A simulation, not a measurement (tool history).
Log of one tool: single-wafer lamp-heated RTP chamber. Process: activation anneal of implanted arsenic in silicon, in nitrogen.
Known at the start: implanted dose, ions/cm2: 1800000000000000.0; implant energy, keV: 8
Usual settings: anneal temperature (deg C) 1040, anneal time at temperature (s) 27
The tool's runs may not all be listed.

run     day  anneal temperature (deg C)  anneal time at temperature (s)  wafers since the last listed run  wafers since the last pyrometer calibration  wafers since the reflector plate was cleaned  hours since the gauge calibration  read-back reference wafer on the same gauge, sheet resistance  sheet resistance of the implanted and annealed layer (ohm/square)
  1   0.000                        1059                              27                                 0                                         2433                                         14125                              475.5                                                         109.03                                                              81.23
  2   0.617                        1059                              27                               213                                         2647                                         14338                              490.3                                                         109.00                                                              81.27
  3   0.892                        1040                              24                                95                                         2742                                         14434                              496.9                                                         109.06                                                              93.78
  4   1.562                        1040                              24                               232                                         2974                                         14666                              513.0                                                         108.94                                                              93.67
  5   2.229                        1040                              24                               230                                         3205                                         14897                              529.0                                                         109.07                                                              93.81
  6   2.896                        1040                              27                               230                                         3436                                         15127                              545.0                                                         108.93                                                              90.90
  7   3.204                        1040                              27                               106                                         3542                                         15234                              552.4                                                         108.93                                                              91.15
  8   3.525                        1040                              27                               111                                         3653                                         15345                              560.1                                                         108.94                                                              91.28
  9   4.192                        1040                              27                               230                                         3884                                         15576                              576.1                                                         108.97                                                              91.33
 10   4.450                        1040                              27                                89                                         3974                                         15666                              582.3                                                         109.05                                                              90.83
      4.975  -- reflector plate cleaned
 11   5.633                        1040                              27                               294                                         4268                                           227                              610.7                                                         108.98                                                              90.22
 12   5.938                        1032                              27                               105                                         4373                                           332                              618.0                                                         108.96                                                              94.90
 13   6.238                        1040                              27                               103                                         4477                                           436                              625.2                                                         108.94                                                              91.16
      6.479  -- gauge calibrated
 14   6.588                        1040                              27                               121                                         4598                                           557                                2.6                                                         109.00                                                              90.84
 15   6.992                        1040                              41                               139                                         4738                                           697                               12.3                                                         108.94                                                              81.98
 16   7.467                        1055                              35                               164                                         4903                                           862                               23.7                                                         108.98                                                              78.45
 17   8.042                        1040                              40                               199                                         5102                                          1061                               37.5                                                         108.97                                                              82.71
 18   8.450                        1012                              23                               141                                         5243                                          1202                               47.3                                                         108.96                                                             114.07
 19   8.812                        1048                              42                               125                                         5369                                          1328                               56.0                                                         108.91                                                              77.78
 20   9.496                        1040                              27                               236                                         5605                                          1564                               72.4                                                         108.96                                                              90.24
 21   9.833                        1060                              40                               116                                         5722                                          1681                               80.5                                                         109.01                                                              73.62
 22  10.112                        1069                              12                                96                                         5819                                          1778                               87.2                                                         109.00                                                              91.90
 23  10.771                        1040                              27                               227                                         6047                                          2006                              103.0                                                         108.98                                                              89.69
 24  12.729                        1040                              18                               678                                         6725                                          2684                              150.0                                                         108.97                                                             100.13
     13.612  -- pyrometer window cleaned and pyrometer calibrated
 25  13.633                        1053                              34                               197                                            7                                          2881                              171.7                                                         108.93                                                              80.81
 26  13.817                        1031                              11                                63                                           70                                          2945                              176.1                                                         108.94                                                             122.57
 27  14.371                        1012                              15                               191                                          262                                          3137                              189.4                                                         108.95                                                             130.64
 28  14.792                        1053                              21                               145                                          408                                          3282                              199.5                                                         109.01                                                              90.51
 29  15.538                        1011                              17                               258                                          666                                          3541                              217.4                                                         109.02                                                             127.93
 30  16.138                        1063                              27                               207                                          874                                          3748                              231.8                                                         109.01                                                              79.60
 31  16.529                        1017                              17                               135                                         1009                                          3884                              241.2                                                         109.03                                                             120.73
 32  17.262                        1058                              35                               253                                         1263                                          4138                              258.8                                                         109.10                                                              77.06
 33  19.258                        1040                              27                               691                                         1954                                          4829                              306.7                                                         108.86                                                              90.99
 34  19.871                        1065                              12                               212                                         2166                                          5041                              321.4                                                         109.01                                                              94.84
 35  20.371                        1040                              19                               173                                         2339                                          5214                              333.4                                                         109.08                                                              99.93
 36  20.804                        1064                              37                               150                                         2489                                          5364                              343.8                                                         108.90                                                              73.94
 37  21.396                        1040                              27                               204                                         2694                                          5569                              358.0                                                         109.03                                                              90.81

4 ways to go on from here, each from the tool as it stands after run 37. What would each give?
  A  21.412                        1015                              27                                 5                                         2700                                          5575                              358.4                                                              ?                                                                  ?
  B  21.412                        1040                              15                                 5                                         2700                                          5575                              358.4                                                              ?                                                                  ?
  C  21.412                        1028                              27                                 5                                         2700                                          5575                              358.4                                                              ?                                                                  ?
  D  21.412                        1020                              34                                 5                                         2700                                          5575                              358.4                                                              ?                                                                  ?

run  read-back reference wafer on the same gauge, sheet resistance  sheet resistance of the implanted and annealed layer (ohm/square)
  A                                                         109.04                                                             108.11
  B                                                         109.04                                                             105.57
  C                                                         109.04                                                              98.42
  D                                                         109.04                                                              97.90
Without the tool's hidden state the same runs would have given:
run  sheet resistance of the implanted and annealed layer (ohm/square)
  A                                                             110.06
  B                                                             107.33
  C                                                             100.03
  D                                                              99.58
